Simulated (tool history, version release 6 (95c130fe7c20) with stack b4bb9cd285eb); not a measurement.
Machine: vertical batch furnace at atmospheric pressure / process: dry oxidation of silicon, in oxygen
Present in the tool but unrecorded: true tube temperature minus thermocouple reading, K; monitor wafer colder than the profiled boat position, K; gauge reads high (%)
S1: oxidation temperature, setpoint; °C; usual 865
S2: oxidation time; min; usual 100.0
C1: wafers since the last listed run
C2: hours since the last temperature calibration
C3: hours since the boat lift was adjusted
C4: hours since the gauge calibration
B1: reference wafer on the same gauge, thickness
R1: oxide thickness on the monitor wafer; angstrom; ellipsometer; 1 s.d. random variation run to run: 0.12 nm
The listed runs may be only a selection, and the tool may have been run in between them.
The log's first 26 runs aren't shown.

run 27 day=55.083 | S1=855 S2=127.5 | C1=287 C2=783.1 C3=649.3 C4=84.9 | B1=29.09 | R1=289.1
run 28 day=58.075 | S1=865 S2=127.0 | C1=632 C2=854.9 C3=721.1 C4=156.7 | B1=29.11 | R1=321.1
run 29 day=60.046 | S1=865 S2=100.0 | C1=416 C2=902.2 C3=768.4 C4=204.0 | B1=29.08 | R1=268.5
run 30 day=62.896 | S1=887 S2=122.5 | C1=602 C2=970.6 C3=836.8 C4=272.4 | B1=29.09 | R1=394.2
run 31 day=64.104 | S1=865 S2=100.0 | C1=255 C2=999.6 C3=865.8 C4=301.4 | B1=29.10 | R1=270.3
run 32 day=65.404 | S1=865 S2=131.0 | C1=274 C2=1030.8 C3=897.0 C4=332.6 | B1=29.08 | R1=324.7
run 33 day=70.142 | S1=841 S2=61.0 | C1=1001 C2=1144.5 C3=1010.7 C4=446.3 | B1=29.13 | R1=143.0
run 34 day=72.329 | S1=865 S2=54.0 | C1=462 C2=1197.0 C3=1063.2 C4=498.8 | B1=29.13 | R1=172.4
run 35 day=73.604 | S1=865 S2=100.0 | C1=269 C2=1227.6 C3=1093.8 C4=529.4 | B1=29.10 | R1=269.8

Predict each of these 4 candidate next runs independently; none follows another, all start after run 35:
run A day=73.838 | S1=855 S2=100.0 | C1=49 C2=1233.2 C3=1099.4 C4=535.0 | B1=? | R1=?
run B day=73.838 | S1=845 S2=100.0 | C1=49 C2=1233.2 C3=1099.4 C4=535.0 | B1=? | R1=?
run C day=73.838 | S1=883 S2=136.5 | C1=49 C2=1233.2 C3=1099.4 C4=535.0 | B1=? | R1=?
run D day=73.838 | S1=865 S2=136.5 | C1=49 C2=1233.2 C3=1099.4 C4=535.0 | B1=? | R1=?

run=A B1=29.09 R1=241.0
run=B B1=29.09 R1=215.0
run=C B1=29.09 R1=405.4
run=D B1=29.09 R1=334.4
The same runs, with their run-to-run variation unchanged, on a tool lacking any hidden condition would have given:
run=A R1=247.2
run=B R1=220.7
run=C R1=415.1
run=D R1=342.8
